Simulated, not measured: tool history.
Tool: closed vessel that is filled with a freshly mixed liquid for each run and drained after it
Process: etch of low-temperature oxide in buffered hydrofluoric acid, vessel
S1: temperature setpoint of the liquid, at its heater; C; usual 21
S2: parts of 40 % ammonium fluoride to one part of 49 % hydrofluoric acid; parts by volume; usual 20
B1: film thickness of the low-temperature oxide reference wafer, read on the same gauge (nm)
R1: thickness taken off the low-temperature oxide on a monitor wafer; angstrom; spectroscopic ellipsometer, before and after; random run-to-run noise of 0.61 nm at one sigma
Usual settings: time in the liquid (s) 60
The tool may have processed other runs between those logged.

{"run": 1, "hour": 0.0, "S1": 21, "S2": 20, "time in the liquid (s)": 60, "B1": 150.02, "R1": 1031.6}
{"run": 2, "hour": 43.9, "S1": 25, "S2": 20, "time in the liquid (s)": 60, "B1": 150.06, "R1": 1287.6}
{"run": 3, "hour": 113.0, "S1": 21, "S2": 20, "time in the liquid (s)": 60, "B1": 150, "R1": 1027.8}
{"run": 4, "hour": 166.8, "S1": 21, "S2": 20, "time in the liquid (s)": 60, "B1": 149.96, "R1": 1024}
{"run": 5, "hour": 238.2, "S1": 21, "S2": 20, "time in the liquid (s)": 60, "B1": 150, "R1": 1031}
{"run": 6, "hour": 336.1, "S1": 24, "S2": 20, "time in the liquid (s)": 60, "B1": 149.99, "R1": 1214.6}
{"run": 7, "hour": 390.0, "S1": 24, "S2": 20, "time in the liquid (s)": 60, "B1": 149.98, "R1": 1203.1}
{"run": 8, "hour": 447.6, "S1": 24, "S2": 20, "time in the liquid (s)": 60, "B1": 150.04, "R1": 1207}
{"run": 9, "hour": 513.1, "S1": 21, "S2": 25.5, "time in the liquid (s)": 45, "B1": 150.02, "R1": 656.2}
{"run": 10, "hour": 571.7, "S1": 21, "S2": 20, "time in the liquid (s)": 60, "B1": 150.04, "R1": 1021.1}
{"run": 11, "hour": 621.6, "S1": 21, "S2": 20, "time in the liquid (s)": 60, "B1": 150.03, "R1": 1034.2}
{"hour": 623.4, "done": "gauge calibrated"}
{"run": 12, "hour": 685.6, "S1": 19.5, "S2": 20, "time in the liquid (s)": 60, "B1": 149.95, "R1": 943.7}
{"run": 13, "hour": 749.6, "S1": 19.5, "S2": 20, "time in the liquid (s)": 60, "B1": 149.98, "R1": 934.8}
{"run": 14, "hour": 779.0, "S1": 21, "S2": 20, "time in the liquid (s)": 75, "B1": 150.01, "R1": 1273.7}
{"run": 15, "hour": 827.7, "S1": 21, "S2": 20, "time in the liquid (s)": 75, "B1": 150, "R1": 1283.2}
{"run": 16, "hour": 865.6, "S1": 21, "S2": 20, "time in the liquid (s)": 60, "B1": 149.97, "R1": 1038.4}
{"run": 17, "hour": 890.7, "S1": 21, "S2": 20, "time in the liquid (s)": 45, "B1": 150.01, "R1": 776.1}
{"run": 18, "hour": 946.8, "S1": 24, "S2": 26, "time in the liquid (s)": 30, "B1": 150, "R1": 507}
{"run": 19, "hour": 978.0, "S1": 21, "S2": 20, "time in the liquid (s)": 60, "B1": 150, "R1": 1023.8}
{"hour": 982.4, "done": "hydrofluoric acid flow meter replaced"}
{"run": 20, "hour": 1026.4, "S1": 25, "S2": 20, "time in the liquid (s)": 60, "B1": 150.01, "R1": 1324.3}
{"run": 21, "hour": 1085.1, "S1": 17, "S2": 20, "time in the liquid (s)": 70, "B1": 149.98, "R1": 984.4}
{"hour": 1136.5, "done": "thermometer replaced"}
{"run": 22, "hour": 1154.0, "S1": 19.5, "S2": 20, "time in the liquid (s)": 60, "B1": 150.02, "R1": 936.3}
{"run": 23, "hour": 1223.9, "S1": 17.5, "S2": 14, "time in the liquid (s)": 40, "B1": 149.96, "R1": 791.3}
{"run": 24, "hour": 1253.1, "S1": 25.5, "S2": 16.5, "time in the liquid (s)": 80, "B1": 150, "R1": 2104.6}
{"run": 25, "hour": 1310.1, "S1": 21, "S2": 20, "time in the liquid (s)": 30, "B1": 150.01, "R1": 512.8}
{"run": 26, "hour": 1346.1, "S1": 21, "S2": 20, "time in the liquid (s)": 75, "B1": 150.02, "R1": 1296.5}
{"run": 27, "hour": 1384.4, "S1": 19.5, "S2": 14.5, "time in the liquid (s)": 60, "B1": 149.97, "R1": 1282.3}
{"run": 28, "hour": 1448.2, "S1": 17, "S2": 14.5, "time in the liquid (s)": 40, "B1": 150.01, "R1": 743.7}
{"run": 29, "hour": 1510.2, "S1": 21, "S2": 24.5, "time in the liquid (s)": 60, "B1": 150.03, "R1": 889.6}
{"run": 30, "hour": 1540.7, "S1": 17, "S2": 13.5, "time in the liquid (s)": 45, "B1": 149.99, "R1": 897.5}
{"run": 31, "hour": 1608.5, "S1": 18, "S2": 25.5, "time in the liquid (s)": 90, "B1": 149.95, "R1": 1087.7}
{"run": 32, "hour": 1674.4, "S1": 22.5, "S2": 27, "time in the liquid (s)": 85, "B1": 150.05, "R1": 1272.2}
{"run": 33, "hour": 1708.1, "S1": 21, "S2": 20, "time in the liquid (s)": 60, "B1": 149.97, "R1": 1029.2}

Consider 3 possible next runs. They are alternatives, not a sequence: every one starts from the tool as it was left by run 33. What does each give?
{"run": "A", "hour": 1708.8, "S1": 17, "S2": 20, "time in the liquid (s)": 60, "B1": "?", "R1": "?"}
{"run": "B", "hour": 1708.8, "S1": 21, "S2": 22.5, "time in the liquid (s)": 45, "B1": "?", "R1": "?"}
{"run": "C", "hour": 1708.8, "S1": 21, "S2": 13, "time in the liquid (s)": 75, "B1": "?", "R1": "?"}

run=A B1=149.99 R1=821.7
run=B B1=149.99 R1=712.2
run=C B1=149.99 R1=1954.7
Without the tool's unlogged condition, the same runs would have read:
run=A R1=826.5
run=B R1=716.5
run=C R1=1979.5

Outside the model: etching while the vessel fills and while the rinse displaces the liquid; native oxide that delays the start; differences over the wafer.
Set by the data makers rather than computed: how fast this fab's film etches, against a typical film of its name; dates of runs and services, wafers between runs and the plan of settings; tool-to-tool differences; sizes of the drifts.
